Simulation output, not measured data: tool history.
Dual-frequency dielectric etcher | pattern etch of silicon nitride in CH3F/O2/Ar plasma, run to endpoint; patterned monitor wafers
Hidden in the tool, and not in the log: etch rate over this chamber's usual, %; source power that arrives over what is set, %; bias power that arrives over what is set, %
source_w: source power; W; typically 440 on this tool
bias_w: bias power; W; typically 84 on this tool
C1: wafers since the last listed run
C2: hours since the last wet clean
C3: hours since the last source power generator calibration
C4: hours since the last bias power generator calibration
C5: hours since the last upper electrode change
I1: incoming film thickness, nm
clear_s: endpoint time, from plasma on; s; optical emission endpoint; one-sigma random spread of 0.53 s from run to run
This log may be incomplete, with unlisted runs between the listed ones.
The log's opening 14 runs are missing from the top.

{"hour": 326.0, "done": "source power generator calibrated"}
{"run": 15, "hour": 326.5, "source_w": 360, "bias_w": 84, "C1": 74, "C2": 44.9, "C3": 0.5, "C4": 3646.6, "C5": 2810.2, "I1": 59.4, "clear_s": 97.6}
{"run": 16, "hour": 353.5, "source_w": 440, "bias_w": 84, "C1": 201, "C2": 71.9, "C3": 27.5, "C4": 3673.6, "C5": 2837.2, "I1": 58.8, "clear_s": 90.8}
{"run": 17, "hour": 373.6, "source_w": 550, "bias_w": 74, "C1": 150, "C2": 92, "C3": 47.6, "C4": 3693.7, "C5": 2857.3, "I1": 59.4, "clear_s": 89.1}
{"run": 18, "hour": 402.2, "source_w": 490, "bias_w": 84, "C1": 213, "C2": 120.6, "C3": 76.2, "C4": 3722.3, "C5": 2885.9, "I1": 59.6, "clear_s": 89.8}
{"run": 19, "hour": 415.5, "source_w": 510, "bias_w": 65, "C1": 99, "C2": 133.9, "C3": 89.5, "C4": 3735.6, "C5": 2899.2, "I1": 59.4, "clear_s": 95.8}
{"run": 20, "hour": 430.1, "source_w": 440, "bias_w": 84, "C1": 109, "C2": 148.5, "C3": 104.1, "C4": 3750.2, "C5": 2913.8, "I1": 59.3, "clear_s": 91.8}
{"run": 21, "hour": 455.1, "source_w": 440, "bias_w": 84, "C1": 186, "C2": 173.5, "C3": 129.1, "C4": 3775.2, "C5": 2938.8, "I1": 58.8, "clear_s": 90.9}
{"run": 22, "hour": 477.1, "source_w": 490, "bias_w": 90, "C1": 164, "C2": 195.5, "C3": 151.1, "C4": 3797.2, "C5": 2960.8, "I1": 60.1, "clear_s": 88}
{"run": 23, "hour": 509.3, "source_w": 330, "bias_w": 75, "C1": 240, "C2": 227.7, "C3": 183.3, "C4": 3829.4, "C5": 2993, "I1": 59.2, "clear_s": 106.1}
{"run": 24, "hour": 531.5, "source_w": 390, "bias_w": 103, "C1": 165, "C2": 249.9, "C3": 205.5, "C4": 3851.6, "C5": 3015.2, "I1": 59.6, "clear_s": 90.6}
{"hour": 599.5, "done": "bias power generator calibrated"}
{"hour": 621.8, "done": "upper electrode replaced"}
{"run": 25, "hour": 622.3, "source_w": 440, "bias_w": 84, "C1": 481, "C2": 340.7, "C3": 296.3, "C4": 22.8, "C5": 0.5, "I1": 60.3, "clear_s": 95.8}
{"run": 26, "hour": 643.4, "source_w": 440, "bias_w": 102, "C1": 157, "C2": 361.8, "C3": 317.4, "C4": 43.9, "C5": 21.6, "I1": 59.9, "clear_s": 88.4}
{"run": 27, "hour": 661.2, "source_w": 380, "bias_w": 89, "C1": 132, "C2": 379.6, "C3": 335.2, "C4": 61.7, "C5": 39.4, "I1": 59.2, "clear_s": 96.7}
{"run": 28, "hour": 691.7, "source_w": 550, "bias_w": 84, "C1": 227, "C2": 410.1, "C3": 365.7, "C4": 92.2, "C5": 69.9, "I1": 59.6, "clear_s": 87.3}
{"run": 29, "hour": 715.0, "source_w": 440, "bias_w": 84, "C1": 174, "C2": 433.4, "C3": 389, "C4": 115.5, "C5": 93.2, "I1": 60, "clear_s": 96}
{"run": 30, "hour": 744.1, "source_w": 440, "bias_w": 104, "C1": 217, "C2": 462.5, "C3": 418.1, "C4": 144.6, "C5": 122.3, "I1": 59.5, "clear_s": 88.3}
{"hour": 768.4, "done": "wet clean of the chamber"}
{"run": 31, "hour": 778.8, "source_w": 440, "bias_w": 79, "C1": 79, "C2": 10.4, "C3": 452.8, "C4": 179.3, "C5": 157, "I1": 60.1, "clear_s": 93.1}
{"run": 32, "hour": 796.6, "source_w": 400, "bias_w": 92, "C1": 132, "C2": 28.2, "C3": 470.6, "C4": 197.1, "C5": 174.8, "I1": 59.5, "clear_s": 91.4}
{"run": 33, "hour": 824.4, "source_w": 510, "bias_w": 93, "C1": 207, "C2": 56, "C3": 498.4, "C4": 224.9, "C5": 202.6, "I1": 59.3, "clear_s": 84.5}
{"run": 34, "hour": 836.7, "source_w": 360, "bias_w": 65, "C1": 91, "C2": 68.3, "C3": 510.7, "C4": 237.2, "C5": 214.9, "I1": 59.7, "clear_s": 107.1}
{"run": 35, "hour": 859.1, "source_w": 440, "bias_w": 84, "C1": 167, "C2": 90.7, "C3": 533.1, "C4": 259.6, "C5": 237.3, "I1": 60, "clear_s": 93.6}
{"run": 36, "hour": 890.0, "source_w": 510, "bias_w": 69, "C1": 230, "C2": 121.6, "C3": 564, "C4": 290.5, "C5": 268.2, "I1": 59.8, "clear_s": 93.5}

Forecast each of these 3 alternatives for the next run:
{"run": "A", "hour": 890.4, "source_w": 440, "bias_w": 84, "C1": 2, "C2": 122, "C3": 564.4, "C4": 290.9, "C5": 268.6, "I1": 59.8, "clear_s": "?"}
{"run": "B", "hour": 890.4, "source_w": 440, "bias_w": 95, "C1": 2, "C2": 122, "C3": 564.4, "C4": 290.9, "C5": 268.6, "I1": 59.8, "clear_s": "?"}
{"run": "C", "hour": 890.4, "source_w": 500, "bias_w": 102, "C1": 2, "C2": 122, "C3": 564.4, "C4": 290.9, "C5": 268.6, "I1": 59.8, "clear_s": "?"}

run=A clear_s=92.2
run=B clear_s=88.4
run=C clear_s=82.6
With the hidden condition removed and each run's random variation left untouched, the same runs would have given:
run=A clear_s=91.6
run=B clear_s=87.8
run=C clear_s=82.1
